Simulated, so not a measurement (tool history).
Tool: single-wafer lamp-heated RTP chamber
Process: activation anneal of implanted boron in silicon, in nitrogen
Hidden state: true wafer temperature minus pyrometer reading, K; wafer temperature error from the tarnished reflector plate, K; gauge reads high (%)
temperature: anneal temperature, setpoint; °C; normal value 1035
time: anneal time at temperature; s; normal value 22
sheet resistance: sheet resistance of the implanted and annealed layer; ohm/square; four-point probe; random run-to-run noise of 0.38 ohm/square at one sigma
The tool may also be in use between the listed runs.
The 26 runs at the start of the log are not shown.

| run | hour | temperature | time | wafers since the last listed run | wafers since the last pyrometer calibration | wafers since the reflector plate was cleaned | hours since the gauge calibration | read-back reference wafer on the same gauge, sheet resistance | sheet resistance |
|---|---|---|---|---|---|---|---|---|---|
|  | 1469.8 | reflector plate cleaned |
|  | 1496.4 | pyrometer window cleaned and pyrometer calibrated |
| 27 | 1496.9 | 1050 | 22 | 700 | 6 | 254 | 1125.4 | 212.55 | 253 |
|  | 1545.4 | gauge calibrated |
| 28 | 1558.7 | 1052 | 22 | 824 | 830 | 1079 | 13.3 | 210.32 | 250.31 |
| 29 | 1594.1 | 1021 | 35 | 472 | 1303 | 1551 | 48.7 | 210.17 | 252.11 |
| 30 | 1661.7 | 1050 | 22 | 901 | 2204 | 2452 | 116.3 | 210.28 | 251.02 |
| 31 | 1700.3 | 1035 | 10 | 514 | 2719 | 2967 | 154.9 | 210.23 | 254.06 |
| 32 | 1725.5 | 1050 | 22 | 336 | 3055 | 3303 | 180.1 | 210.27 | 250.72 |
| 33 | 1777.3 | 1007 | 22 | 690 | 3746 | 3994 | 231.9 | 210.32 | 255.52 |
| 34 | 1842.7 | 1061 | 30 | 872 | 4619 | 4867 | 297.3 | 210.45 | 249.99 |
|  | 1892.8 | pyrometer window cleaned and pyrometer calibrated |
| 35 | 1900.2 | 1035 | 12 | 660 | 98 | 5527 | 354.8 | 210.48 | 253.71 |
| 36 | 1945.7 | 1035 | 22 | 606 | 705 | 6134 | 400.3 | 210.46 | 252.08 |
| 37 | 2007.7 | 1035 | 31 | 826 | 1532 | 6961 | 462.3 | 210.7 | 252.44 |

Forecast each of these 3 alternatives for the next run:
| A | 2008.1 | 1035 | 22 | 5 | 1537 | 6966 | 462.7 | ? | ? |
| B | 2008.1 | 1061 | 22 | 5 | 1537 | 6966 | 462.7 | ? | ? |
| C | 2008.1 | 1035 | 11 | 5 | 1537 | 6966 | 462.7 | ? | ? |

| run | read-back reference wafer on the same gauge, sheet resistance | sheet resistance |
|---|---|---|
| A | 210.65 | 252.41 |
| B | 210.65 | 250.69 |
| C | 210.65 | 253.8 |
Without the tool's unlogged condition, the same runs would have read:
| run | sheet resistance |
|---|---|
| A | 251.65 |
| B | 249.94 |
| C | 253.04 |
